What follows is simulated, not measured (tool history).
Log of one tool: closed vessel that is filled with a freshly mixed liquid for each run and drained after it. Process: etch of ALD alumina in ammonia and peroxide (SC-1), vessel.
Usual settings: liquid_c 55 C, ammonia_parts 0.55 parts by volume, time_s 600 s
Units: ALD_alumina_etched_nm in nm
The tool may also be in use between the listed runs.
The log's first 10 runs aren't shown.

| run | hour | liquid_c | ammonia_parts | time_s | wafers since the last listed run | hours since the thermometer was replaced | hours since the ammonia flow meter was replaced | hours since the drum of ammonia solution was connected | hours since the gauge calibration | read-back film thickness of the ALD alumina reference wafer, read on the same gauge (nm) | ALD_alumina_etched_nm |
|---|---|---|---|---|---|---|---|---|---|---|---|
| 11 | 472.8 | 55 | 0.55 | 600 | 2564 | 133.4 | 1785.2 | 234 | 2128 | 50.01 | 49.38 |
| 12 | 507.6 | 55 | 0.55 | 600 | 2806 | 168.2 | 1820 | 268.8 | 2162.8 | 50.02 | 50.31 |
|  | 532.8 | gauge calibrated |
| 13 | 558.6 | 60 | 0.3 | 850 | 4112 | 219.2 | 1871 | 319.8 | 25.8 | 50.01 | 85.11 |
| 14 | 597.9 | 46 | 0.55 | 600 | 3169 | 258.5 | 1910.3 | 359.1 | 65.1 | 50 | 29.67 |
|  | 656.4 | new drum of ammonia solution connected |
| 15 | 668.4 | 55 | 0.55 | 600 | 5604 | 329 | 1980.8 | 12 | 135.6 | 49.98 | 48.61 |
|  | 677.9 | ammonia flow meter replaced |
| 16 | 715.9 | 62.5 | 0.7 | 390 | 3750 | 376.5 | 38 | 59.5 | 183.1 | 50 | 48.15 |
| 17 | 764.7 | 48.5 | 0.75 | 775 | 3935 | 425.3 | 86.8 | 108.3 | 231.9 | 49.99 | 45.78 |
| 18 | 818.4 | 64.5 | 0.75 | 285 | 4330 | 479 | 140.5 | 162 | 285.6 | 50 | 39.08 |
| 19 | 856.5 | 55 | 0.55 | 600 | 3072 | 517.1 | 178.6 | 200.1 | 323.7 | 50.01 | 49.55 |
| 20 | 920.2 | 64 | 0.45 | 790 | 5137 | 580.8 | 242.3 | 263.8 | 387.4 | 50 | 100.68 |
| 21 | 955.7 | 49 | 0.4 | 325 | 2862 | 616.3 | 277.8 | 299.3 | 422.9 | 50.04 | 18.42 |
| 22 | 1018.3 | 63 | 0.75 | 415 | 5048 | 678.9 | 340.4 | 361.9 | 485.5 | 50.04 | 53.24 |
|  | 1053 | new drum of ammonia solution connected |
| 23 | 1084.8 | 50.5 | 0.8 | 390 | 5282 | 745.4 | 406.9 | 31.8 | 552 | 49.97 | 25.33 |
| 24 | 1297.9 | 49.5 | 0.55 | 600 | 17185 | 958.5 | 620 | 244.9 | 765.1 | 50 | 35.76 |
| 25 | 1350 | 60 | 0.75 | 310 | 4201 | 1010.6 | 672.1 | 297 | 817.2 | 49.99 | 33.17 |
| 26 | 1375.9 | 55 | 0.55 | 600 | 2088 | 1036.5 | 698 | 322.9 | 843.1 | 49.99 | 48.39 |
|  | 1425.5 | thermometer replaced |
| 27 | 1426.5 | 51.5 | 0.65 | 510 | 4000 | 1 | 748.6 | 373.5 | 893.7 | 49.98 | 35.54 |
| 28 | 1452.1 | 55 | 0.55 | 600 | 2064 | 26.6 | 774.2 | 399.1 | 919.3 | 50 | 49.85 |
| 29 | 1499.4 | 50.5 | 0.75 | 775 | 3814 | 73.9 | 821.5 | 446.4 | 966.6 | 50.01 | 51.31 |
|  | 1548 | new drum of ammonia solution connected |
| 30 | 1566.4 | 62.5 | 0.55 | 830 | 5322 | 140.9 | 888.5 | 18.4 | 1033.6 | 49.97 | 101.13 |

3 ways to go on from here, each from the tool as it stands after run 30. What would each give?
| A | 1567.2 | 55 | 0.55 | 600 | 64 | 141.7 | 889.3 | 19.2 | 1034.4 | ? | ? |
| B | 1567.2 | 64 | 0.7 | 600 | 64 | 141.7 | 889.3 | 19.2 | 1034.4 | ? | ? |
| C | 1567.2 | 59 | 0.8 | 445 | 64 | 141.7 | 889.3 | 19.2 | 1034.4 | ? | ? |

| run | read-back film thickness of the ALD alumina reference wafer, read on the same gauge (nm) | ALD_alumina_etched_nm |
|---|---|---|
| A | 50 | 49.75 |
| B | 50 | 80.95 |
| C | 50 | 47.15 |
Without the tool's hidden state the same runs would have given:
| run | ALD_alumina_etched_nm |
|---|---|
| A | 50.15 |
| B | 81.56 |
| C | 47.52 |

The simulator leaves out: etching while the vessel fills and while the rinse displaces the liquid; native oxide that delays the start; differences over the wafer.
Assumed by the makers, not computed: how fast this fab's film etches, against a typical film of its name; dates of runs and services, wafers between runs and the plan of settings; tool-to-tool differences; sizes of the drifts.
